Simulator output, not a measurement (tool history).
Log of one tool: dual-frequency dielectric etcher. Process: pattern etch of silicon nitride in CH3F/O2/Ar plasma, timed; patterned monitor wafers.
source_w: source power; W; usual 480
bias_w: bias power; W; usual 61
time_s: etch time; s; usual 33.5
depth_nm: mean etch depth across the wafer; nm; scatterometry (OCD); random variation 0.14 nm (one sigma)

run,hour,source_w,bias_w,time_s,"read-back reference wafer on the same gauge, depth_nm",depth_nm
1,0,480,61,33.5,27.86,24.06
2,26.2,480,61,33.5,27.78,24.24
3,41.1,480,61,33.5,27.8,24.14
4,75.9,480,61,33.5,27.81,24.08
5,96.6,480,61,33.5,27.77,24.03
6,130.7,480,61,33.5,27.79,24.06
7,149.9,480,61,33.5,27.77,24.13
8,169.7,480,61,33.5,27.82,23.99
# hour 175.5: gauge calibrated
9,204.3,430,53,33.5,27.81,21.74
10,223.6,430,53,33.5,27.79,21.65
# hour 264.6: wet clean of the chamber
11,299.4,370,61,33.5,27.77,22.44
# hour 381.6: bias power generator calibrated
12,400.5,480,75,33.5,27.84,26.68
# hour 434.1: source power generator calibrated
# hour 445.2: upper electrode replaced
13,445.7,520,52,30.5,27.81,20.4
14,447.1,480,61,28.5,27.74,20.36
15,477.4,480,73,33.5,27.88,26.29
16,506.1,410,67,30,27.8,21.69
# hour 510.2: gauge calibrated
17,529.6,540,74,33.5,27.81,27.31
18,543.9,480,61,33.5,27.77,23.95
19,566.5,480,61,33.5,27.77,24.03
20,578.9,590,49,37.5,27.79,25.6

5 ways to go on from here, each from the tool as it stands after run 20. What would each give?
A,579.3,480,61,33.5,?,?
B,579.3,480,56,33.5,?,?
C,579.3,420,57,33.5,?,?
D,579.3,410,69,33.5,?,?
E,579.3,520,65,33.5,?,?

run,"read-back reference wafer on the same gauge, depth_nm",depth_nm
A,27.74,23.82
B,27.74,22.81
C,27.74,22.18
D,27.74,24.27
E,27.74,25.16
Without the tool's hidden state the same runs would have given:
run,depth_nm
A,23.82
B,22.81
C,22.18
D,24.27
E,25.16
